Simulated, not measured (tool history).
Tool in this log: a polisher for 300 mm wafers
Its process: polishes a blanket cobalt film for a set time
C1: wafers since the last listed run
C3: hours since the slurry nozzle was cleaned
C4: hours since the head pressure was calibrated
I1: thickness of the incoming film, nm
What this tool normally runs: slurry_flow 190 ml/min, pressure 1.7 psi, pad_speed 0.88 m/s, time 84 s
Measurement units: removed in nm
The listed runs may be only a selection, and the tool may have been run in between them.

run 1 hour=0 | slurry_flow=155 pressure=1.7 pad_speed=0.8 time=84 | C1=0 wafers_polished_on_this_pad=5089 C3=122.7 C4=148.8 | I1=1186.2 | removed=288.6
run 2 hour=49.9 | slurry_flow=155 pressure=1.7 pad_speed=0.8 time=84 | C1=662 wafers_polished_on_this_pad=5752 C3=172.6 C4=198.7 | I1=1207.2 | removed=286.5
run 3 hour=74.9 | slurry_flow=155 pressure=1.7 pad_speed=0.8 time=84 | C1=331 wafers_polished_on_this_pad=6083 C3=197.6 C4=223.7 | I1=1193.2 | removed=284.4
-- hour=112.6 worn pad replaced by a new one
run 4 hour=113.1 | slurry_flow=190 pressure=1.7 pad_speed=0.88 time=107 | C1=454 wafers_polished_on_this_pad=6 C3=235.8 C4=261.9 | I1=1175.1 | removed=418.3
run 5 hour=136.3 | slurry_flow=190 pressure=1.7 pad_speed=0.88 time=107 | C1=307 wafers_polished_on_this_pad=314 C3=259 C4=285.1 | I1=1187.2 | removed=421.5
run 6 hour=207.7 | slurry_flow=190 pressure=1.7 pad_speed=0.88 time=107 | C1=947 wafers_polished_on_this_pad=1262 C3=330.4 C4=356.5 | I1=1181.6 | removed=414.7
run 7 hour=232.3 | slurry_flow=190 pressure=1.7 pad_speed=0.88 time=84 | C1=326 wafers_polished_on_this_pad=1588 C3=355 C4=381.1 | I1=1194.2 | removed=327.9
run 8 hour=274.4 | slurry_flow=190 pressure=1.7 pad_speed=0.88 time=84 | C1=558 wafers_polished_on_this_pad=2147 C3=397.1 C4=423.2 | I1=1171.3 | removed=316.3
run 9 hour=322.3 | slurry_flow=190 pressure=1.7 pad_speed=0.88 time=84 | C1=635 wafers_polished_on_this_pad=2783 C3=445 C4=471.1 | I1=1202.9 | removed=316.1
-- hour=336.8 slurry nozzle cleaned
run 10 hour=352.5 | slurry_flow=190 pressure=1.7 pad_speed=0.88 time=84 | C1=387 wafers_polished_on_this_pad=3171 C3=15.7 C4=501.3 | I1=1174.6 | removed=327.7
run 11 hour=406.5 | slurry_flow=190 pressure=1.7 pad_speed=0.88 time=84 | C1=716 wafers_polished_on_this_pad=3888 C3=69.7 C4=555.3 | I1=1191 | removed=326.6
run 12 hour=455.8 | slurry_flow=190 pressure=1.7 pad_speed=0.88 time=84 | C1=654 wafers_polished_on_this_pad=4542 C3=119 C4=604.6 | I1=1187.9 | removed=322.5
run 13 hour=516.6 | slurry_flow=190 pressure=1.7 pad_speed=0.88 time=84 | C1=807 wafers_polished_on_this_pad=5349 C3=179.8 C4=665.4 | I1=1198.2 | removed=318.2
run 14 hour=571.7 | slurry_flow=210 pressure=1.7 pad_speed=0.88 time=110 | C1=731 wafers_polished_on_this_pad=6081 C3=234.9 C4=720.5 | I1=1185.8 | removed=414.1
run 15 hour=601.5 | slurry_flow=190 pressure=1.1 pad_speed=0.88 time=84 | C1=395 wafers_polished_on_this_pad=6476 C3=264.7 C4=750.3 | I1=1194.2 | removed=200.9
run 16 hour=633.2 | slurry_flow=190 pressure=1.7 pad_speed=0.88 time=84 | C1=420 wafers_polished_on_this_pad=6897 C3=296.4 C4=782 | I1=1184 | removed=303.6
-- hour=653.6 worn pad replaced by a new one
run 17 hour=683.6 | slurry_flow=190 pressure=1.7 pad_speed=0.88 time=84 | C1=615 wafers_polished_on_this_pad=397 C3=346.8 C4=832.4 | I1=1204.2 | removed=327
run 18 hour=712.2 | slurry_flow=155 pressure=1.7 pad_speed=0.8 time=84 | C1=379 wafers_polished_on_this_pad=777 C3=375.4 C4=861 | I1=1200.8 | removed=287.9
run 19 hour=764.3 | slurry_flow=210 pressure=1.7 pad_speed=0.88 time=110 | C1=691 wafers_polished_on_this_pad=1469 C3=427.5 C4=913.1 | I1=1193.9 | removed=426.3
-- hour=861.3 slurry nozzle cleaned
run 20 hour=884.3 | slurry_flow=190 pressure=1.7 pad_speed=0.88 time=93 | C1=1579 wafers_polished_on_this_pad=3048 C3=23 C4=1033.1 | I1=1202.7 | removed=364
run 21 hour=944.2 | slurry_flow=190 pressure=1.7 pad_speed=0.88 time=84 | C1=795 wafers_polished_on_this_pad=3844 C3=82.9 C4=1093 | I1=1192 | removed=329.4
-- hour=967.2 head pressure recalibrated
run 22 hour=1007.2 | slurry_flow=190 pressure=1.7 pad_speed=0.88 time=107 | C1=809 wafers_polished_on_this_pad=4653 C3=145.9 C4=40 | I1=1182.7 | removed=412.1
run 23 hour=1032.8 | slurry_flow=245 pressure=2.2 pad_speed=1.16 time=68 | C1=339 wafers_polished_on_this_pad=4993 C3=171.5 C4=65.6 | I1=1181.5 | removed=458.2
run 24 hour=1077.9 | slurry_flow=190 pressure=1.7 pad_speed=0.88 time=84 | C1=598 wafers_polished_on_this_pad=5592 C3=216.6 C4=110.7 | I1=1194.1 | removed=320.3
run 25 hour=1139.9 | slurry_flow=190 pressure=1.7 pad_speed=0.64 time=95 | C1=823 wafers_polished_on_this_pad=6415 C3=278.6 C4=172.7 | I1=1182.8 | removed=256
-- hour=1163.7 worn pad replaced by a new one
run 26 hour=1198.2 | slurry_flow=190 pressure=1.7 pad_speed=0.88 time=84 | C1=720 wafers_polished_on_this_pad=458 C3=336.9 C4=231 | I1=1186.8 | removed=325.6
run 27 hour=1222.5 | slurry_flow=190 pressure=1.9 pad_speed=0.98 time=84 | C1=322 wafers_polished_on_this_pad=780 C3=361.2 C4=255.3 | I1=1169.7 | removed=404.6
run 28 hour=1259.3 | slurry_flow=130 pressure=2.3 pad_speed=0.88 time=72 | C1=488 wafers_polished_on_this_pad=1269 C3=398 C4=292.1 | I1=1212.2 | removed=350.3
-- hour=1261.8 slurry nozzle cleaned
run 29 hour=1284.9 | slurry_flow=190 pressure=1.7 pad_speed=0.88 time=84 | C1=326 wafers_polished_on_this_pad=1595 C3=23.1 C4=317.7 | I1=1194.8 | removed=335.4
run 30 hour=1352 | slurry_flow=130 pressure=1.3 pad_speed=1.08 time=102 | C1=890 wafers_polished_on_this_pad=2486 C3=90.2 C4=384.8 | I1=1176.4 | removed=362
run 31 hour=1418.2 | slurry_flow=240 pressure=1.7 pad_speed=0.58 time=84 | C1=878 wafers_polished_on_this_pad=3365 C3=156.4 C4=451 | I1=1190.5 | removed=220.2
run 32 hour=1445.2 | slurry_flow=190 pressure=1.7 pad_speed=0.88 time=68 | C1=358 wafers_polished_on_this_pad=3723 C3=183.4 C4=478 | I1=1212.2 | removed=265.4
run 33 hour=1488.6 | slurry_flow=215 pressure=1.7 pad_speed=0.88 time=84 | C1=576 wafers_polished_on_this_pad=4300 C3=226.8 C4=521.4 | I1=1203.3 | removed=323.9
run 34 hour=1533.3 | slurry_flow=190 pressure=1.7 pad_speed=0.88 time=105 | C1=593 wafers_polished_on_this_pad=4893 C3=271.5 C4=566.1 | I1=1182.6 | removed=398.6
run 35 hour=1602.6 | slurry_flow=190 pressure=1.7 pad_speed=0.88 time=84 | C1=919 wafers_polished_on_this_pad=5813 C3=340.8 C4=635.4 | I1=1173.1 | removed=313.4
-- hour=1659 worn pad replaced by a new one
run 36 hour=1670.4 | slurry_flow=145 pressure=1.7 pad_speed=0.88 time=84 | C1=846 wafers_polished_on_this_pad=151 C3=408.6 C4=703.2 | I1=1206 | removed=307.2
run 37 hour=1723.7 | slurry_flow=210 pressure=1.7 pad_speed=0.88 time=61 | C1=707 wafers_polished_on_this_pad=859 C3=461.9 C4=756.5 | I1=1194.5 | removed=228.8
-- hour=1746.4 slurry nozzle cleaned
run 38 hour=1793.7 | slurry_flow=190 pressure=1.7 pad_speed=0.7 time=84 | C1=915 wafers_polished_on_this_pad=1775 C3=47.3 C4=826.5 | I1=1184.3 | removed=265

Consider 3 possible next runs. They are alternatives, not a sequence: every one starts from the tool as it was left by run 38. What does each give?
run A hour=1794.1 | slurry_flow=190 pressure=1.7 pad_speed=0.88 time=84 | C1=5 wafers_polished_on_this_pad=1780 C3=47.7 C4=826.9 | I1=1185.3 | removed=?
run B hour=1794.1 | slurry_flow=220 pressure=1.7 pad_speed=0.88 time=74 | C1=5 wafers_polished_on_this_pad=1780 C3=47.7 C4=826.9 | I1=1185.3 | removed=?
run C hour=1794.1 | slurry_flow=190 pressure=1.7 pad_speed=0.76 time=84 | C1=5 wafers_polished_on_this_pad=1780 C3=47.7 C4=826.9 | I1=1185.3 | removed=?

run=A removed=331.7
run=B removed=296.5
run=C removed=286.4
Take away the tool's hidden state, keep each run's random variation, and the runs would have read:
run=A removed=336.2
run=B removed=300.5
run=C removed=290.4

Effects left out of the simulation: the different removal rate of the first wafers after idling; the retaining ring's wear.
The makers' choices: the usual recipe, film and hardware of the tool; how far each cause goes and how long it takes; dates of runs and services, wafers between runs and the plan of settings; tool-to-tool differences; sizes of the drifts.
